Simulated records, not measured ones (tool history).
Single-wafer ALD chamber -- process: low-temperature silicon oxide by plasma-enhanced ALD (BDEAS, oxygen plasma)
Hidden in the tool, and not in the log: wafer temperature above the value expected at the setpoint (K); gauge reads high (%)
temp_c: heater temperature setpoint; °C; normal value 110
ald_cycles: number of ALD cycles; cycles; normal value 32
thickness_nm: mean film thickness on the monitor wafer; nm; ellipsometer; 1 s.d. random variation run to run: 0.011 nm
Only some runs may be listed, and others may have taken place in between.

run	hour	temp_c	ald_cycles	wafers since the last listed run	hours since the last thermocouple change	hours since the gauge calibration	read-back reference wafer on the same gauge, thickness_nm	thickness_nm
1	0	110	32	0	1532.4	257.9	5.123	4.539
2	16.6	119	32	140	1549	274.5	5.129	4.449
3	43.9	110	32	231	1576.3	301.8	5.134	4.536
4	68	110	32	204	1600.4	325.9	5.14	4.545
5	94.2	110	32	222	1626.6	352.1	5.15	4.562
6	111.2	110	32	144	1643.6	369.1	5.151	4.547
7	142.9	110	32	268	1675.3	400.8	5.16	4.578
8	166.2	110	32	197	1698.6	424.1	5.169	4.564
9	180.9	102	27	124	1713.3	438.8	5.168	3.924
10	195.9	103	32	127	1728.3	453.8	5.181	4.64
11	225.9	103	32	254	1758.3	483.8	5.191	4.672
12	240.4	104	35	122	1772.8	498.3	5.194	5.078
13	267.4	104	35	228	1799.8	525.3	5.199	5.079
14	298.3	110	34	261	1830.7	556.2	5.216	4.889
15	316.3	110	34	152	1848.7	574.2	5.223	4.901
16	341	110	35	209	1873.4	598.9	5.23	5.046
# hour 342.8: gauge calibrated
17	372.2	110	32	264	1904.6	29.4	5.115	4.516
18	402.3	110	32	255	1934.7	59.5	5.113	4.517
19	422.3	110	32	169	1954.7	79.5	5.115	4.521
20	439.5	110	37	145	1971.9	96.7	5.116	5.263
21	463.5	110	37	203	1995.9	120.7	5.119	5.215
22	476.5	110	32	110	2008.9	133.7	5.12	4.517
23	494.7	114	27	154	2027.1	151.9	5.127	3.784
24	529.6	110	32	295	2062	186.8	5.13	4.522
25	545.1	124	28	131	2077.5	202.3	5.13	3.87
26	564.5	114	35	164	2096.9	221.7	5.131	4.924
27	587	124	29	190	2119.4	244.2	5.14	3.98
28	604.2	110	32	145	2136.6	261.4	5.138	4.548
29	630.9	96	36	226	2163.3	288.1	5.142	5.317
30	653.8	102	26	194	2186.2	311	5.147	3.763
31	669.6	121	30	133	2202	326.8	5.156	4.196
# hour 702.3: thermocouple changed; heater temperature recalibrated
32	702.8	117	32	213	0.5	360	5.162	4.495
33	724.2	110	32	181	21.9	381.4	5.166	4.569
34	743.2	121	37	161	40.9	400.4	5.17	5.175
35	767.2	99	28	203	64.9	424.4	5.185	4.104
36	796.4	121	29	247	94.1	453.6	5.187	4.058
37	830.5	110	36	288	128.2	487.7	5.202	5.194
38	846	123	36	131	143.7	503.2	5.206	5.045
39	864.9	110	32	160	162.6	522.1	5.21	4.625
40	887.7	110	32	193	185.4	544.9	5.223	4.604
41	908.7	119	37	177	206.4	565.9	5.229	5.247
42	930.2	124	34	182	227.9	587.4	5.24	4.763

4 options for the next run, each taken on its own from the tool as it stands now. Forecast them:
A	930.7	110	32	4	228.4	587.9	?	?
B	930.7	115	30	4	228.4	587.9	?	?
C	930.7	123	28	4	228.4	587.9	?	?
D	930.7	100	38	4	228.4	587.9	?	?

run	read-back reference wafer on the same gauge, thickness_nm	thickness_nm
A	5.237	4.623
B	5.237	4.289
C	5.237	3.935
D	5.237	5.619
What these runs would have given with no unlogged condition in the tool:
run	thickness_nm
A	4.509
B	4.183
C	3.838
D	5.481
